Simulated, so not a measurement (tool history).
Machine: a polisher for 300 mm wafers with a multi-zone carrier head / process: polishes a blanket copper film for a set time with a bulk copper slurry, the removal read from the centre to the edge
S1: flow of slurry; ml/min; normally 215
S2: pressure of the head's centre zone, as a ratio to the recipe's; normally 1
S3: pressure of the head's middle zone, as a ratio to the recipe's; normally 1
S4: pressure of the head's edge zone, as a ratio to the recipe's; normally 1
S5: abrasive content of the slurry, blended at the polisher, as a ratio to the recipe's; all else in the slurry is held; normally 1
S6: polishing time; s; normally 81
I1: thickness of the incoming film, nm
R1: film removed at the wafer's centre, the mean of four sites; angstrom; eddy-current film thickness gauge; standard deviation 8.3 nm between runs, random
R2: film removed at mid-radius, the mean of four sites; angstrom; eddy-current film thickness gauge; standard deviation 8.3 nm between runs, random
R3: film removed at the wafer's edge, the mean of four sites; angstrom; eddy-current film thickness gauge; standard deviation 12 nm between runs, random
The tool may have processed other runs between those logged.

| run | day | S1 | S2 | S3 | S4 | S5 | S6 | I1 | R1 | R2 | R3 |
|---|---|---|---|---|---|---|---|---|---|---|---|
| 1 | 0 | 215 | 1 | 1 | 1 | 1 | 81 | 2987.2 | 9679 | 9953 | 10032 |
| 2 | 2.05 | 215 | 1 | 1 | 1 | 1 | 81 | 2995 | 9577 | 9833 | 10056 |
| 3 | 6.071 | 215 | 1 | 1 | 1 | 1 | 81 | 2944 | 9570 | 9822 | 10043 |
|  | 8.017 | worn pad replaced by a new one |
| 4 | 8.479 | 215 | 1 | 1 | 1 | 1 | 81 | 2958.3 | 10501 | 10677 | 10892 |
|  | 12.408 | centre zone pressure recalibrated |
| 5 | 12.429 | 215 | 1 | 0.95 | 0.92 | 1 | 81 | 2954.4 | 10149 | 9856 | 9940 |
|  | 13.033 | carrier head's membrane replaced by a new one |
| 6 | 16.675 | 215 | 1 | 1 | 0.92 | 1 | 81 | 2983.5 | 9858 | 10174 | 9650 |
| 7 | 20.492 | 215 | 1 | 1 | 1 | 1 | 81 | 2998.3 | 9503 | 9897 | 10145 |
| 8 | 23.175 | 215 | 1.11 | 0.95 | 1 | 1 | 81 | 2952.1 | 10690 | 9381 | 10214 |
|  | 23.429 | edge zone pressure recalibrated |
| 9 | 27.425 | 280 | 1 | 1 | 0.9 | 0.75 | 81 | 2945.6 | 9148 | 9328 | 8916 |
|  | 29.596 | worn pad replaced by a new one |
| 10 | 31.688 | 215 | 1 | 0.91 | 1 | 1 | 81 | 3007.5 | 10353 | 9831 | 10786 |
|  | 33.133 | slurry nozzle cleaned |
|  | 34.746 | centre zone pressure recalibrated |
| 11 | 34.804 | 215 | 0.93 | 1 | 0.96 | 1.2 | 81 | 2958.5 | 9708 | 10601 | 10661 |
| 12 | 36.996 | 215 | 1 | 1 | 1 | 1 | 96 | 2957.7 | 11739 | 11954 | 12139 |
| 13 | 39.388 | 215 | 1 | 1 | 1 | 1 | 81 | 2960.8 | 9713 | 10085 | 10320 |
| 14 | 42.371 | 215 | 1 | 0.94 | 1 | 1 | 81 | 2945.9 | 9645 | 9401 | 9888 |
| 15 | 46.554 | 215 | 1 | 1 | 0.96 | 1 | 55 | 2979.8 | 6647 | 6652 | 6597 |
|  | 48.725 | worn pad replaced by a new one |
| 16 | 49.35 | 215 | 1 | 0.89 | 1 | 1.25 | 81 | 2972.5 | 11216 | 10467 | 11447 |
| 17 | 52.533 | 215 | 1 | 1 | 1 | 1.25 | 81 | 3013.1 | 10765 | 10805 | 11226 |
| 18 | 55.6 | 215 | 1 | 1 | 1 | 1 | 81 | 2947.7 | 9941 | 10234 | 10327 |
| 19 | 59.567 | 215 | 1 | 1 | 0.96 | 1 | 81 | 2990.8 | 9867 | 9931 | 9918 |

Estimate the outcome of run 20 from the log above:
|  | 59.8 | centre zone pressure recalibrated |
| 20 | 62.471 | 215 | 1 | 1 | 1.04 | 0.9 | 81 | 2989.5 | ? | ? | ? |

R1: 9452 angstrom
R2: 9649 angstrom
R3: 10123 angstrom
If the tool had no hidden condition, the same run with the same run-to-run variation would have returned R1 10389 angstrom, R2 10605 angstrom, R3 11126 angstrom.
